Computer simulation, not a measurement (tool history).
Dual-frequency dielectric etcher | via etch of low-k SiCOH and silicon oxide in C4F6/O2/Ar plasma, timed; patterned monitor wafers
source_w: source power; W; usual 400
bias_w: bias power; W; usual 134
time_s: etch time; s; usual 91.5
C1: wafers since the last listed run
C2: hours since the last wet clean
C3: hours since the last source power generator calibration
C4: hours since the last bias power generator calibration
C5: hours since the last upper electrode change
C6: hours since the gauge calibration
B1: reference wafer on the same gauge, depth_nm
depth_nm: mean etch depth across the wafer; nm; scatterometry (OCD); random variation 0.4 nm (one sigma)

run 1 day=0.000 | source_w=400 bias_w=134 time_s=78.0 | C1=0 C2=60.4 C3=1374.3 C4=2441.3 C5=2863.8 C6=374.1 | B1=237.9 | depth_nm=205.2
run 2 day=3.229 | source_w=470 bias_w=134 time_s=91.5 | C1=754 C2=137.9 C3=1451.8 C4=2518.8 C5=2941.3 C6=451.6 | B1=238.0 | depth_nm=249.0
run 3 day=7.117 | source_w=470 bias_w=134 time_s=91.5 | C1=908 C2=231.2 C3=1545.1 C4=2612.1 C5=3034.6 C6=544.9 | B1=237.9 | depth_nm=248.6
run 4 day=10.008 | source_w=400 bias_w=159 time_s=91.5 | C1=675 C2=300.6 C3=1614.5 C4=2681.5 C5=3104.0 C6=614.3 | B1=237.9 | depth_nm=248.1
run 5 day=11.558 | source_w=400 bias_w=159 time_s=91.5 | C1=362 C2=337.8 C3=1651.7 C4=2718.7 C5=3141.2 C6=651.5 | B1=238.1 | depth_nm=247.2
-- day=12.562 wet clean of the chamber
run 6 day=15.458 | source_w=400 bias_w=134 time_s=91.5 | C1=677 C2=69.5 C3=1745.3 C4=2812.3 C5=3234.8 C6=745.1 | B1=238.0 | depth_nm=241.2
run 7 day=19.571 | source_w=400 bias_w=134 time_s=91.5 | C1=960 C2=168.2 C3=1844.0 C4=2911.0 C5=3333.5 C6=843.8 | B1=238.0 | depth_nm=239.6
run 8 day=23.738 | source_w=400 bias_w=134 time_s=91.5 | C1=973 C2=268.2 C3=1944.0 C4=3011.0 C5=3433.5 C6=943.8 | B1=238.3 | depth_nm=238.0
run 9 day=25.767 | source_w=400 bias_w=134 time_s=91.5 | C1=474 C2=316.9 C3=1992.7 C4=3059.7 C5=3482.2 C6=992.5 | B1=238.0 | depth_nm=237.6
-- day=28.404 wet clean of the chamber
-- day=29.538 gauge calibrated
run 10 day=29.750 | source_w=360 bias_w=134 time_s=91.5 | C1=696 C2=32.3 C3=2088.3 C4=3155.3 C5=3577.8 C6=5.1 | B1=237.8 | depth_nm=235.4
run 11 day=34.196 | source_w=360 bias_w=134 time_s=91.5 | C1=1038 C2=139.0 C3=2195.0 C4=3262.0 C5=3684.5 C6=111.8 | B1=238.0 | depth_nm=233.6
run 12 day=38.362 | source_w=360 bias_w=134 time_s=91.5 | C1=973 C2=239.0 C3=2295.0 C4=3362.0 C5=3784.5 C6=211.8 | B1=237.9 | depth_nm=232.5
run 13 day=40.429 | source_w=310 bias_w=109 time_s=91.5 | C1=482 C2=288.6 C3=2344.6 C4=3411.6 C5=3834.1 C6=261.4 | B1=238.0 | depth_nm=214.4
-- day=41.396 bias power generator calibrated
-- day=42.875 upper electrode replaced
-- day=45.558 wet clean of the chamber
run 14 day=45.854 | source_w=330 bias_w=147 time_s=91.5 | C1=761 C2=7.1 C3=2474.8 C4=107.0 C5=71.5 C6=391.6 | B1=238.0 | depth_nm=234.6
-- day=48.604 source power generator calibrated
run 15 day=50.217 | source_w=400 bias_w=134 time_s=91.5 | C1=980 C2=111.8 C3=38.7 C4=211.7 C5=176.2 C6=496.3 | B1=238.0 | depth_nm=237.4
run 16 day=52.817 | source_w=450 bias_w=118 time_s=91.5 | C1=607 C2=174.2 C3=101.1 C4=274.1 C5=238.6 C6=558.7 | B1=238.1 | depth_nm=237.4
run 17 day=57.000 | source_w=400 bias_w=143 time_s=91.5 | C1=977 C2=274.6 C3=201.5 C4=374.5 C5=339.0 C6=659.1 | B1=238.0 | depth_nm=239.2
run 18 day=59.892 | source_w=440 bias_w=120 time_s=66.5 | C1=675 C2=344.0 C3=270.9 C4=443.9 C5=408.4 C6=728.5 | B1=237.9 | depth_nm=170.8
-- day=63.075 wet clean of the chamber
run 19 day=63.096 | source_w=400 bias_w=134 time_s=91.5 | C1=514 C2=0.5 C3=347.8 C4=520.8 C5=485.3 C6=805.4 | B1=238.1 | depth_nm=241.0
run 20 day=64.896 | source_w=400 bias_w=134 time_s=91.5 | C1=420 C2=43.7 C3=391.0 C4=564.0 C5=528.5 C6=848.6 | B1=237.9 | depth_nm=240.6
run 21 day=67.175 | source_w=400 bias_w=156 time_s=104.5 | C1=532 C2=98.4 C3=445.7 C4=618.7 C5=583.2 C6=903.3 | B1=237.7 | depth_nm=284.5
-- day=70.004 gauge calibrated
run 22 day=71.117 | source_w=400 bias_w=134 time_s=91.5 | C1=920 C2=193.0 C3=540.3 C4=713.3 C5=677.8 C6=26.7 | B1=238.2 | depth_nm=238.3
run 23 day=75.104 | source_w=400 bias_w=134 time_s=91.5 | C1=931 C2=288.7 C3=636.0 C4=809.0 C5=773.5 C6=122.4 | B1=238.2 | depth_nm=237.5
-- day=78.125 wet clean of the chamber
run 24 day=78.146 | source_w=440 bias_w=125 time_s=73.0 | C1=476 C2=0.5 C3=709.0 C4=882.0 C5=846.5 C6=195.4 | B1=238.0 | depth_nm=194.1

4 ways to go on from here, each from the tool as it stands after run 24. What would each give?
run A day=78.162 | source_w=400 bias_w=134 time_s=91.5 | C1=3 C2=0.9 C3=709.4 C4=882.4 C5=846.9 C6=195.8 | B1=? | depth_nm=?
run B day=78.162 | source_w=460 bias_w=154 time_s=91.5 | C1=3 C2=0.9 C3=709.4 C4=882.4 C5=846.9 C6=195.8 | B1=? | depth_nm=?
run C day=78.162 | source_w=450 bias_w=107 time_s=104.5 | C1=3 C2=0.9 C3=709.4 C4=882.4 C5=846.9 C6=195.8 | B1=? | depth_nm=?
run D day=78.162 | source_w=490 bias_w=134 time_s=108.5 | C1=3 C2=0.9 C3=709.4 C4=882.4 C5=846.9 C6=195.8 | B1=? | depth_nm=?

run=A B1=237.7 depth_nm=241.2
run=B B1=237.7 depth_nm=257.7
run=C B1=237.7 depth_nm=269.7
run=D B1=237.7 depth_nm=300.4
Without the tool's hidden state the same runs would have given:
run=A depth_nm=238.9
run=B depth_nm=255.3
run=C depth_nm=267.2
run=D depth_nm=297.6

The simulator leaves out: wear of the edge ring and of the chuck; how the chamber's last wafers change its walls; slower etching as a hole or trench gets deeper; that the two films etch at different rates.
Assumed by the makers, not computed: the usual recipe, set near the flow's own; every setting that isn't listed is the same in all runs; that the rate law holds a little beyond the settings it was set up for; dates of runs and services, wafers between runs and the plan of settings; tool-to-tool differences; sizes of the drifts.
